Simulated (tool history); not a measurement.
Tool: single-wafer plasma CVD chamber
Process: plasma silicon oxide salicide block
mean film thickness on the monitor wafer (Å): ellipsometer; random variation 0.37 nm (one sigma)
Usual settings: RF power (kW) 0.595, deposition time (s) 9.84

run     day  RF power (kW)  deposition time (s)  read-back reference wafer on the same gauge, thickness_nm  mean film thickness on the monitor wafer (Å)
  1   0.000          0.595                 9.84                                                    103.510                                        957.41
  2   2.638          0.595                 9.84                                                    103.461                                        959.05
  3  11.133          0.595                 9.84                                                    103.417                                        960.37
  4  12.825          0.565                 9.84                                                    103.303                                        932.78
  5  14.221          0.565                 9.84                                                    103.453                                        947.59
  6  15.542          0.565                 9.84                                                    103.418                                        936.03
  7  16.746          0.685                 9.84                                                    103.496                                       1004.92
  8  19.408          0.595                 9.84                                                    103.561                                        954.82
  9  21.546          0.595                 9.84                                                    103.309                                        956.71
 10  23.154          0.595                 9.84                                                    103.426                                        951.06
 11  24.250          0.505                11.15                                                    103.363                                       1026.12
 12  26.575          0.595                11.35                                                    103.518                                       1109.44
 13  29.462          0.595                11.35                                                    103.356                                       1111.84
 14  30.650          0.595                 9.84                                                    103.360                                        954.31
 15  32.208          0.595                 9.84                                                    103.362                                        956.38
 16  33.562          0.595                 9.84                                                    103.428                                        956.73
 17  36.479          0.595                11.41                                                    103.349                                       1111.73
 18  38.383          0.595                 8.86                                                    103.425                                        861.32
     41.154  -- showerhead replaced
 19  41.188          0.595                 8.86                                                    103.350                                        862.73
 20  42.258          0.630                 9.84                                                    103.497                                        973.58
     43.054  -- RF generator calibrated
 21  47.512          0.595                 9.84                                                    103.429                                        960.10
 22  50.429          0.595                 9.84                                                    103.424                                        958.09
     52.167  -- gauge calibrated
 23  52.783          0.635                 8.19                                                    103.350                                        812.19
 24  54.104          0.700                 9.16                                                    103.485                                        940.10
 25  57.042          0.595                 9.84                                                    103.478                                        955.94
 26  58.642          0.480                 9.19                                                    103.211                                        830.42
 27  59.929          0.525                 8.91                                                    103.460                                        822.82
 28  62.383          0.535                 9.84                                                    103.508                                        927.37
 29  64.308          0.595                 9.84                                                    103.581                                        954.99
 30  66.154          0.705                11.06                                                    103.285                                       1127.59
 31  67.167          0.595                 9.84                                                    103.359                                        952.91
 32  70.083          0.510                 9.84                                                    103.321                                        917.92
 33  71.788          0.560                10.66                                                    103.453                                       1017.69
 34  72.854          0.485                10.79                                                    103.434                                        981.89
 35  74.871          0.595                10.71                                                    103.331                                       1044.50
 36  77.104          0.595                11.03                                                    103.317                                       1063.75
 37  78.446          0.490                 9.84                                                    103.393                                        898.38
 38  81.417          0.640                 9.14                                                    103.376                                        904.67
 39  83.254          0.595                11.48                                                    103.243                                       1119.47
 40  84.550          0.630                 7.94                                                    103.414                                        782.22
 41  87.462          0.655                 8.21                                                    103.301                                        823.07

Forecast each of these 4 alternatives for the next run:
  A  87.479          0.595                 9.84                                                          ?                                             ?
  B  87.479          0.505                11.10                                                          ?                                             ?
  C  87.479          0.595                 8.10                                                          ?                                             ?
  D  87.479          0.550                 9.84                                                          ?                                             ?

run  read-back reference wafer on the same gauge, thickness_nm  mean film thickness on the monitor wafer (Å)
  A                                                    103.364                                        955.78
  B                                                    103.364                                       1022.95
  C                                                    103.364                                        786.77
  D                                                    103.364                                        932.06
Without the tool's hidden state the same runs would have given:
run  mean film thickness on the monitor wafer (Å)
  A                                        955.78
  B                                       1022.95
  C                                        786.77
  D                                        932.06

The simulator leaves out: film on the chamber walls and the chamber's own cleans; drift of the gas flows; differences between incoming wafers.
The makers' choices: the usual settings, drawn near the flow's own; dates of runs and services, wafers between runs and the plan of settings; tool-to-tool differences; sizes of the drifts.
